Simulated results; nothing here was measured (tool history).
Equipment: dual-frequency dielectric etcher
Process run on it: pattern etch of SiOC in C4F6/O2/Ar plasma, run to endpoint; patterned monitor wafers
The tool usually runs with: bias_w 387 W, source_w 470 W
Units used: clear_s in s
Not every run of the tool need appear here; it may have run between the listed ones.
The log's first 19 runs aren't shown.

run,hour,bias_w,source_w,wafers since the last listed run,hours since the last wet clean,hours since the last bias power generator calibration,hours since the last source power generator calibration,hours since the last upper electrode change,"incoming incoming film thickness, nm",clear_s
20,263.0,476,520,176,504.9,137.7,137.2,1913.4,42.70,13.9
21,273.5,387,470,107,515.4,148.2,147.7,1923.9,41.93,15.0
# hour 314.2: wet clean of the chamber
# hour 332.3: upper electrode replaced
22,332.8,298,530,176,18.6,207.5,207.0,0.5,42.25,15.1
23,333.1,387,380,3,18.9,207.8,207.3,0.8,42.18,17.8
24,333.4,387,370,3,19.2,208.1,207.6,1.1,42.06,18.1
25,333.8,449,560,4,19.6,208.5,208.0,1.5,42.38,13.8
26,340.9,387,390,72,26.7,215.6,215.1,8.6,42.68,17.6
27,355.3,293,390,147,41.1,230.0,229.5,23.0,42.31,18.4
28,372.5,467,580,176,58.3,247.2,246.7,40.2,42.51,13.4
29,382.0,301,550,97,67.8,256.7,256.2,49.7,42.37,14.8
30,392.0,387,470,102,77.8,266.7,266.2,59.7,41.77,15.4
31,403.2,387,470,115,89.0,277.9,277.4,70.9,42.23,15.5
32,416.9,449,560,140,102.7,291.6,291.1,84.6,42.43,13.6
33,423.6,343,380,68,109.4,298.3,297.8,91.3,42.34,18.1
34,438.6,387,470,154,124.4,313.3,312.8,106.3,42.86,15.6
35,448.6,357,390,102,134.4,323.3,322.8,116.3,42.30,17.7

Forecast each of these 4 alternatives for the next run:
A,449.0,484,470,4,134.8,323.7,323.2,116.7,42.70,?
B,449.0,329,390,4,134.8,323.7,323.2,116.7,42.70,?
C,449.0,318,570,4,134.8,323.7,323.2,116.7,42.70,?
D,449.0,362,470,4,134.8,323.7,323.2,116.7,42.70,?

run,clear_s
A,15.1
B,18.3
C,14.6
D,15.9
Without the tool's hidden state the same runs would have given:
run,clear_s
A,15.2
B,18.4
C,14.7
D,16.1
